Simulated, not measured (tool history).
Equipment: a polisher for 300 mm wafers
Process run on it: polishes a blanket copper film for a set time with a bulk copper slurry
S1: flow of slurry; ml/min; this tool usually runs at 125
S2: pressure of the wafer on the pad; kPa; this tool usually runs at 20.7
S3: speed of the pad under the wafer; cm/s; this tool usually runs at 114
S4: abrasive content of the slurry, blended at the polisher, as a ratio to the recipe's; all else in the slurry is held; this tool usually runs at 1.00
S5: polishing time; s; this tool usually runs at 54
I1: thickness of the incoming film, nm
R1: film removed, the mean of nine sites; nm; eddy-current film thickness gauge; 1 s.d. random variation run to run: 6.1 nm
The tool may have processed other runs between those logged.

{"run": 1, "day": 0.0, "S1": 125, "S2": 20.7, "S3": 114, "S4": 1.0, "S5": 47, "I1": 2526.1, "R1": 538.0}
{"run": 2, "day": 0.7, "S1": 125, "S2": 20.7, "S3": 114, "S4": 1.0, "S5": 54, "I1": 2469.8, "R1": 610.5}
{"day": 1.075, "done": "worn pad replaced by a new one"}
{"run": 3, "day": 1.421, "S1": 125, "S2": 20.7, "S3": 130, "S4": 1.0, "S5": 54, "I1": 2513.7, "R1": 703.1}
{"run": 4, "day": 2.05, "S1": 125, "S2": 20.7, "S3": 130, "S4": 1.0, "S5": 54, "I1": 2478.5, "R1": 688.4}
{"run": 5, "day": 2.346, "S1": 125, "S2": 20.7, "S3": 114, "S4": 1.0, "S5": 54, "I1": 2528.4, "R1": 604.7}
{"run": 6, "day": 2.754, "S1": 150, "S2": 20.7, "S3": 114, "S4": 1.0, "S5": 54, "I1": 2495.1, "R1": 632.8}
{"run": 7, "day": 3.233, "S1": 150, "S2": 20.7, "S3": 114, "S4": 1.0, "S5": 54, "I1": 2504.6, "R1": 620.8}
{"day": 3.962, "done": "head pressure recalibrated"}
{"run": 8, "day": 3.983, "S1": 150, "S2": 20.7, "S3": 114, "S4": 1.0, "S5": 54, "I1": 2478.7, "R1": 612.4}
{"day": 4.183, "done": "slurry nozzle cleaned"}
{"run": 9, "day": 4.25, "S1": 125, "S2": 20.7, "S3": 114, "S4": 1.0, "S5": 54, "I1": 2490.3, "R1": 658.1}
{"run": 10, "day": 4.625, "S1": 125, "S2": 24.1, "S3": 114, "S4": 0.9, "S5": 54, "I1": 2469.1, "R1": 761.6}
{"run": 11, "day": 5.129, "S1": 125, "S2": 27.6, "S3": 114, "S4": 1.0, "S5": 54, "I1": 2532.4, "R1": 871.7}
{"day": 5.671, "done": "worn pad replaced by a new one"}
{"run": 12, "day": 5.688, "S1": 125, "S2": 15.2, "S3": 152, "S4": 1.15, "S5": 63, "I1": 2498.9, "R1": 759.3}
{"run": 13, "day": 6.171, "S1": 125, "S2": 20.7, "S3": 114, "S4": 1.0, "S5": 54, "I1": 2523.4, "R1": 666.3}
{"run": 14, "day": 6.425, "S1": 125, "S2": 20.7, "S3": 114, "S4": 1.0, "S5": 54, "I1": 2517.5, "R1": 660.3}
{"run": 15, "day": 6.812, "S1": 125, "S2": 20.7, "S3": 114, "S4": 1.0, "S5": 54, "I1": 2504.2, "R1": 655.6}
{"run": 16, "day": 7.254, "S1": 125, "S2": 20.7, "S3": 134, "S4": 1.0, "S5": 54, "I1": 2493.3, "R1": 765.1}
{"run": 17, "day": 7.871, "S1": 125, "S2": 20.7, "S3": 102, "S4": 1.15, "S5": 54, "I1": 2513.7, "R1": 602.0}
{"run": 18, "day": 8.338, "S1": 125, "S2": 20.7, "S3": 114, "S4": 1.0, "S5": 54, "I1": 2503.7, "R1": 657.7}
{"run": 19, "day": 8.654, "S1": 125, "S2": 20.7, "S3": 114, "S4": 1.0, "S5": 54, "I1": 2542.0, "R1": 646.4}
{"run": 20, "day": 8.904, "S1": 125, "S2": 23.4, "S3": 114, "S4": 1.0, "S5": 54, "I1": 2533.5, "R1": 726.8}
{"day": 9.567, "done": "slurry blender recalibrated"}
{"run": 21, "day": 9.604, "S1": 125, "S2": 18.6, "S3": 130, "S4": 1.0, "S5": 54, "I1": 2498.3, "R1": 685.0}
{"run": 22, "day": 10.133, "S1": 125, "S2": 25.5, "S3": 148, "S4": 0.9, "S5": 54, "I1": 2527.7, "R1": 1063.6}
{"day": 10.383, "done": "worn pad replaced by a new one"}
{"run": 23, "day": 10.446, "S1": 125, "S2": 20.7, "S3": 88, "S4": 1.0, "S5": 70, "I1": 2525.8, "R1": 681.0}
{"run": 24, "day": 11.017, "S1": 155, "S2": 20.7, "S3": 132, "S4": 1.2, "S5": 69, "I1": 2515.2, "R1": 1073.4}
{"run": 25, "day": 11.596, "S1": 125, "S2": 20.7, "S3": 114, "S4": 1.0, "S5": 43, "I1": 2514.9, "R1": 537.5}
{"run": 26, "day": 12.142, "S1": 125, "S2": 20.7, "S3": 140, "S4": 1.0, "S5": 54, "I1": 2511.8, "R1": 835.0}
{"run": 27, "day": 12.738, "S1": 125, "S2": 20.7, "S3": 114, "S4": 1.0, "S5": 54, "I1": 2515.9, "R1": 671.6}
{"run": 28, "day": 14.929, "S1": 125, "S2": 20.7, "S3": 134, "S4": 0.9, "S5": 54, "I1": 2521.2, "R1": 766.4}
{"run": 29, "day": 15.554, "S1": 125, "S2": 18.6, "S3": 114, "S4": 1.0, "S5": 54, "I1": 2478.4, "R1": 594.7}

Here are 5 independent what-if runs from the current tool condition. What would each one return?
{"run": "A", "day": 15.571, "S1": 125, "S2": 24.8, "S3": 114, "S4": 1.0, "S5": 54, "I1": 2508.3, "R1": "?"}
{"run": "B", "day": 15.571, "S1": 125, "S2": 20.7, "S3": 114, "S4": 1.3, "S5": 54, "I1": 2508.3, "R1": "?"}
{"run": "C", "day": 15.571, "S1": 165, "S2": 20.7, "S3": 96, "S4": 1.0, "S5": 54, "I1": 2508.3, "R1": "?"}
{"run": "D", "day": 15.571, "S1": 125, "S2": 26.2, "S3": 114, "S4": 1.15, "S5": 54, "I1": 2508.3, "R1": "?"}
{"run": "E", "day": 15.571, "S1": 125, "S2": 22.8, "S3": 114, "S4": 0.75, "S5": 54, "I1": 2508.3, "R1": "?"}

run=A R1=793.3
run=B R1=686.3
run=C R1=588.4
run=D R1=853.8
run=E R1=701.2
Without the tool's unlogged condition, the same runs would have read:
run=A R1=827.9
run=B R1=716.5
run=C R1=610.7
run=D R1=891.2
run=E R1=731.5
